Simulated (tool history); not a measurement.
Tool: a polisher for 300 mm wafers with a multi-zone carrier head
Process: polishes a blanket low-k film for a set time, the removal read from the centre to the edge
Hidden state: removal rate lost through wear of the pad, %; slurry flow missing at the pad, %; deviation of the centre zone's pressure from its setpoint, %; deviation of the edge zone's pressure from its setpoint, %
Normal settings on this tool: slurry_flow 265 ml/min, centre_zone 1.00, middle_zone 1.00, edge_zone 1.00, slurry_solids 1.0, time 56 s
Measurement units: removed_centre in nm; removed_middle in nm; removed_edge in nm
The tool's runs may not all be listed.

run    hour  slurry_flow  centre_zone  middle_zone  edge_zone  slurry_solids  time  wafers since the last listed run  wafers polished on this pad  hours since the slurry nozzle was cleaned  hours since the centre zone pressure was calibrated  hours since the edge zone pressure was calibrated  hours since the carrier head's membrane was replaced  incoming thickness of the incoming film, nm  removed_centre  removed_middle  removed_edge
  1     0.0          265         1.00         1.00       1.00            1.0    56                                 0                         1290                                      287.6                                                328.9                                              133.8                                                1120.3                                        707.6            15.1            14.9          14.9
  2    83.7          265         1.00         1.00       1.00            1.0    56                               589                         1880                                      371.3                                                412.6                                              217.5                                                1204.0                                        704.9            14.6            14.5          14.9
      131.8  -- worn pad replaced by a new one
  3   144.9          265         1.00         1.00       1.00            1.0    56                               403                           92                                      432.5                                                473.8                                              278.7                                                1265.2                                        718.0            15.6            15.8          16.4
  4   248.0          265         1.00         1.00       1.00            1.0    56                               726                          819                                      535.6                                                576.9                                              381.8                                                1368.3                                        708.9            15.6            15.0          15.5
      273.6  -- slurry nozzle cleaned
      324.1  -- centre zone pressure recalibrated
  5   335.1          265         1.00         1.00       1.06            1.0    56                               592                         1411                                       61.5                                                 11.0                                              468.9                                                1455.4                                        709.1            15.1            15.1          15.6
  6   408.1          265         1.00         1.00       1.06            1.0    56                               514                         1926                                      134.5                                                 84.0                                              541.9                                                1528.4                                        701.9            14.9            14.6          15.3
  7   513.8          265         1.00         1.00       1.06            1.0    56                               745                         2671                                      240.2                                                189.7                                              647.6                                                1634.1                                        721.9            15.0            14.9          15.5
      518.2  -- worn pad replaced by a new one
  8   588.3          265         1.00         1.00       1.09            1.0    56                               496                          494                                      314.7                                                264.2                                              722.1                                                1708.6                                        718.9            13.9            13.6          14.4
  9   689.0          265         1.00         1.00       1.09            1.0    56                               709                         1203                                      415.4                                                364.9                                              822.8                                                1809.3                                        709.2            13.7            13.5          14.3
      698.9  -- edge zone pressure recalibrated
      777.3  -- slurry nozzle cleaned
 10   790.4          265         1.00         1.00       1.09            1.0    56                               693                         1897                                       13.1                                                466.3                                               91.5                                                1910.7                                        710.1            13.1            13.1          14.1
      854.2  -- worn pad replaced by a new one, repeated, since the last time left the tool worse
 11   896.8          265         0.95         1.00       1.00            1.0    56                               721                          300                                      119.5                                                572.7                                              197.9                                                2017.1                                        710.3            15.0            15.6          15.5
      906.5  -- carrier head's membrane replaced by a new one
      931.0  -- centre zone pressure recalibrated
 12   970.2          205         1.00         1.00       1.07            1.0    56                               468                          768                                      192.9                                                 39.2                                              271.3                                                  63.7                                        718.5            14.7            14.5          15.4
 13  1055.6          265         1.00         1.00       1.00            1.0    45                               601                         1370                                      278.3                                                124.6                                              356.7                                                 149.1                                        713.8            12.1            11.6          11.9
 14  1149.4          265         0.89         1.05       1.08            0.8    56                               661                         2031                                      372.1                                                218.4                                              450.5                                                 242.9                                        708.4            11.8            13.9          13.9
     1177.7  -- worn pad replaced by a new one
 15  1204.3          265         1.04         1.00       1.00            1.0    56                               358                          187                                      427.0                                                273.3                                              505.4                                                 297.8                                        697.4            16.4            15.7          15.7
 16  1280.8          265         1.00         1.00       1.09            1.0    56                               539                          726                                      503.5                                                349.8                                              581.9                                                 374.3                                        716.3            15.5            15.1          16.0
     1346.3  -- slurry nozzle cleaned
 17  1353.4          265         1.04         1.07       1.09            1.0    56                               504                         1231                                        7.1                                                422.4                                              654.5                                                 446.9                                        709.1            15.8            15.6          15.9
 18  1419.3          265         1.00         1.00       1.00            1.0    40                               464                         1695                                       73.0                                                488.3                                              720.4                                                 512.8                                        709.1            10.5            10.5          10.5
 19  1474.0          265         1.07         1.00       1.05            1.0    68                               385                         2081                                      127.7                                                543.0                                              775.1                                                 567.5                                        707.1            19.3            17.8          18.3
     1538.5  -- worn pad replaced by a new one
 20  1578.9          265         1.00         1.00       1.00            1.0    56                               711                          284                                      232.6                                                647.9                                              880.0                                                 672.4                                        723.9            15.7            15.2          15.9
 21  1638.6          265         1.00         1.00       1.00            1.0    56                               420                          705                                      292.3                                                707.6                                              939.7                                                 732.1                                        696.0            15.0            15.1          15.5
     1645.3  -- centre zone pressure recalibrated
     1682.7  -- edge zone pressure recalibrated
 22  1715.6          265         1.00         1.00       1.00            1.0    56                               514                         1220                                      369.3                                                 70.3                                               32.9                                                 809.1                                        702.2            15.1            15.2          15.3

Here are 3 independent what-if runs from the current tool condition. What would each one return?
  A  1716.0          265         1.08         1.00       1.00            1.0    56                                 2                         1223                                      369.7                                                 70.7                                               33.3                                                 809.5                                        714.8               ?               ?             ?
  B  1716.0          265         1.00         1.00       1.00            0.8    38                                 2                         1223                                      369.7                                                 70.7                                               33.3                                                 809.5                                        714.8               ?               ?             ?
  C  1716.0          200         1.11         1.00       1.00            1.3    42                                 2                         1223                                      369.7                                                 70.7                                               33.3                                                 809.5                                        714.8               ?               ?             ?

run  removed_centre  removed_middle  removed_edge
  A            16.4            14.8          15.1
  B             9.4             9.1           9.3
  C            13.5            11.9          12.2
Take away the tool's hidden state, keep each run's random variation, and the runs would have read:
run  removed_centre  removed_middle  removed_edge
  A            17.5            15.8          16.0
  B            10.0             9.7           9.9
  C            14.4            12.7          13.0
